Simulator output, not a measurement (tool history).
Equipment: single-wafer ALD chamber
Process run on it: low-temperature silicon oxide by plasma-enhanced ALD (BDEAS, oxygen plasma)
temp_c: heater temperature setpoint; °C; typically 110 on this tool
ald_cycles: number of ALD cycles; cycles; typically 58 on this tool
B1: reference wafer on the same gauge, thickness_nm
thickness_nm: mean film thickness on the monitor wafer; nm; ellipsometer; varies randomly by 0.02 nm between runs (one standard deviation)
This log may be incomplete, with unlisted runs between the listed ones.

{"run": 1, "hour": 0.0, "temp_c": 110, "ald_cycles": 58, "B1": 6.715, "thickness_nm": 8.139}
{"run": 2, "hour": 10.4, "temp_c": 110, "ald_cycles": 64, "B1": 6.72, "thickness_nm": 8.975}
{"run": 3, "hour": 16.7, "temp_c": 110, "ald_cycles": 64, "B1": 6.722, "thickness_nm": 9.043}
{"run": 4, "hour": 32.3, "temp_c": 110, "ald_cycles": 64, "B1": 6.727, "thickness_nm": 9.025}
{"run": 5, "hour": 38.7, "temp_c": 110, "ald_cycles": 58, "B1": 6.728, "thickness_nm": 8.144}
{"run": 6, "hour": 54.6, "temp_c": 110, "ald_cycles": 58, "B1": 6.734, "thickness_nm": 8.14}
{"run": 7, "hour": 62.9, "temp_c": 102, "ald_cycles": 58, "B1": 6.738, "thickness_nm": 8.318}
{"run": 8, "hour": 74.7, "temp_c": 102, "ald_cycles": 58, "B1": 6.736, "thickness_nm": 8.318}
{"run": 9, "hour": 86.4, "temp_c": 102, "ald_cycles": 58, "B1": 6.743, "thickness_nm": 8.36}
{"run": 10, "hour": 103.9, "temp_c": 119, "ald_cycles": 53, "B1": 6.748, "thickness_nm": 7.362}
{"run": 11, "hour": 117.7, "temp_c": 119, "ald_cycles": 53, "B1": 6.754, "thickness_nm": 7.358}
{"hour": 118.1, "done": "gauge calibrated"}
{"run": 12, "hour": 128.3, "temp_c": 110, "ald_cycles": 53, "B1": 6.687, "thickness_nm": 7.424}
{"run": 13, "hour": 139.4, "temp_c": 110, "ald_cycles": 58, "B1": 6.688, "thickness_nm": 8.094}
{"run": 14, "hour": 148.1, "temp_c": 100, "ald_cycles": 61, "B1": 6.694, "thickness_nm": 8.722}
{"run": 15, "hour": 155.8, "temp_c": 110, "ald_cycles": 62, "B1": 6.694, "thickness_nm": 8.739}
{"run": 16, "hour": 170.4, "temp_c": 100, "ald_cycles": 65, "B1": 6.697, "thickness_nm": 9.375}
{"run": 17, "hour": 184.8, "temp_c": 110, "ald_cycles": 63, "B1": 6.7, "thickness_nm": 8.848}
{"run": 18, "hour": 198.6, "temp_c": 110, "ald_cycles": 50, "B1": 6.705, "thickness_nm": 7.01}
{"hour": 210.6, "done": "thermocouple changed; heater temperature recalibrated"}
{"run": 19, "hour": 211.1, "temp_c": 96, "ald_cycles": 54, "B1": 6.713, "thickness_nm": 7.898}
{"run": 20, "hour": 225.7, "temp_c": 100, "ald_cycles": 58, "B1": 6.708, "thickness_nm": 8.33}
{"run": 21, "hour": 240.7, "temp_c": 121, "ald_cycles": 58, "B1": 6.719, "thickness_nm": 7.941}
{"run": 22, "hour": 251.3, "temp_c": 123, "ald_cycles": 52, "B1": 6.721, "thickness_nm": 7.117}
{"run": 23, "hour": 267.6, "temp_c": 110, "ald_cycles": 58, "B1": 6.725, "thickness_nm": 8.162}
{"run": 24, "hour": 282.1, "temp_c": 104, "ald_cycles": 58, "B1": 6.732, "thickness_nm": 8.289}

For each run, the measured value with the value that run would have given without the tool's hidden condition subtracted. The run-to-run variation is shared by both, the gauge scatter possibly not:
Hidden conditions of the tool in this case: wafer temperature above the value expected at the setpoint (K); gauge reads high (%).
run=1 thickness_nm=+0.07
run=2 thickness_nm=+0.081
run=3 thickness_nm=+0.085
run=4 thickness_nm=+0.09
run=5 thickness_nm=+0.084
run=6 thickness_nm=+0.088
run=7 thickness_nm=+0.093
run=8 thickness_nm=+0.097
run=9 thickness_nm=+0.101
run=10 thickness_nm=+0.094
run=11 thickness_nm=+0.098
run=12 thickness_nm=+0.03
run=13 thickness_nm=+0.036
run=14 thickness_nm=+0.042
run=15 thickness_nm=+0.045
run=16 thickness_nm=+0.054
run=17 thickness_nm=+0.055
run=18 thickness_nm=+0.048
run=19 thickness_nm=+0.058
run=20 thickness_nm=+0.066
run=21 thickness_nm=+0.067
run=22 thickness_nm=+0.063
run=23 thickness_nm=+0.078
run=24 thickness_nm=+0.083
